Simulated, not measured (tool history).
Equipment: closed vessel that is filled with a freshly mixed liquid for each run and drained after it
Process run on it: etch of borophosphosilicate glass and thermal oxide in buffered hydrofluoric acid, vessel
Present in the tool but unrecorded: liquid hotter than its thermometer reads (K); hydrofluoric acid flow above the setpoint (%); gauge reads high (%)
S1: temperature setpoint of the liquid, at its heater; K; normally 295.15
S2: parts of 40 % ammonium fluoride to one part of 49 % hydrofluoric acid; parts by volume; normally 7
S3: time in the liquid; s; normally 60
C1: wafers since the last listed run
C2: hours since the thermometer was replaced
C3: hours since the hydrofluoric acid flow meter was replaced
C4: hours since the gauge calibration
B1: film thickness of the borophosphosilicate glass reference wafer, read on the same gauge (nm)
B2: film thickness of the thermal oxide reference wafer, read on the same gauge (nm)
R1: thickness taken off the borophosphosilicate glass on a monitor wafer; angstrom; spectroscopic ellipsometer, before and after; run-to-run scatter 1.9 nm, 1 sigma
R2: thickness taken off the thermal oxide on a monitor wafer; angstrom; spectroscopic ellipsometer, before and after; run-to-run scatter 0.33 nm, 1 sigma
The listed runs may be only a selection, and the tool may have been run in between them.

run,hour,S1,S2,S3,C1,C2,C3,C4,B1,B2,R1,R2
1,0,295.15,7,45,0,868,1424.5,477.6,60.02,70.02,2689.3,758.7
# hour 0.7: gauge calibrated
2,12.8,296.65,7,60,891,880.8,1437.3,12.1,59.99,70,3868.6,1104.2
3,19.6,295.15,8.5,35,473,887.6,1444.1,18.9,60,70.02,1727.4,492.9
# hour 26.6: thermometer replaced
4,32.7,295.15,7,60,842,6.1,1457.2,32,60.01,70.03,3209.7,912.7
5,49.6,290.65,10,90,1176,23,1474.1,48.9,60.04,70.01,2649.7,741.3
6,60.2,290.65,9,60,738,33.6,1484.7,59.5,60.02,70.02,1950.1,555
7,70.3,295.15,7,60,703,43.7,1494.8,69.6,60.04,69.99,3251.3,919.8
# hour 82: hydrofluoric acid flow meter replaced
8,83.3,299.65,9.5,45,835,56.7,1.3,82.6,59.96,69.97,2058.7,595.5
9,93.8,295.15,7,35,731,67.2,11.8,93.1,60,69.96,1741.7,494.2
10,107.2,295.15,7,60,933,80.6,25.2,106.5,60.03,70.01,2974.2,839.4
11,120.2,295.15,6,60,905,93.6,38.2,119.5,60,69.98,3388.7,964.8
12,133.4,290.65,7,90,919,106.8,51.4,132.7,60.01,70.03,3515.3,983.9
13,139.8,298.65,7,30,445,113.2,57.8,139.1,60.04,69.99,1791.4,513
14,160.4,290.65,7,35,1434,133.8,78.4,159.7,60,70.01,1389.7,386.5
15,177,295.15,7,60,1156,150.4,95,176.3,60.02,69.99,3003.7,860.1
16,191.5,292.65,7,95,1009,164.9,109.5,190.8,60.02,69.98,4169.6,1176.5
17,202.6,299.15,10,30,773,176,120.6,201.9,60.01,70.02,1322.9,379.8
18,218.2,295.15,7,60,1086,191.6,136.2,217.5,59.96,69.99,3053,859.8
19,234.7,293.65,7,60,1149,208.1,152.7,234,59.97,70,2827.1,795.5
20,247.2,290.65,10,40,870,220.6,165.2,246.5,59.97,70,1128.5,315.6
21,253.7,295.15,8.5,60,452,227.1,171.7,253,60.01,70.01,2475.1,696.9
22,264.9,295.15,7,60,779,238.3,182.9,264.2,60.01,70.01,3080,863.2
23,274,290.65,10,90,633,247.4,192,273.3,60.02,69.98,2575.2,716.8
24,287.9,293.15,6,60,968,261.3,205.9,287.2,59.98,70.01,3153.5,895.8
25,301.6,295.15,7,60,954,275,219.6,300.9,60.02,70.04,3097.2,870.6
26,319,290.65,7,85,1211,292.4,237,318.3,60,70.01,3423.7,964.1

3 options for the next run, each taken on its own from the tool as it stands now. Forecast them:
A,319.7,295.15,5,60,48,293.1,237.7,319,?,?,?,?
B,319.7,299.65,6,35,48,293.1,237.7,319,?,?,?,?
C,319.7,295.15,7,30,48,293.1,237.7,319,?,?,?,?

run,B1,B2,R1,R2
A,60.01,70.03,4192.1,1171.2
B,60.01,70.03,2644.3,745.3
C,60.01,70.03,1556.2,438.4
Take away the tool's hidden state, keep each run's random variation, and the runs would have read:
run,R1,R2
A,3941.6,1101.3
B,2494.4,703
C,1465.8,412.9

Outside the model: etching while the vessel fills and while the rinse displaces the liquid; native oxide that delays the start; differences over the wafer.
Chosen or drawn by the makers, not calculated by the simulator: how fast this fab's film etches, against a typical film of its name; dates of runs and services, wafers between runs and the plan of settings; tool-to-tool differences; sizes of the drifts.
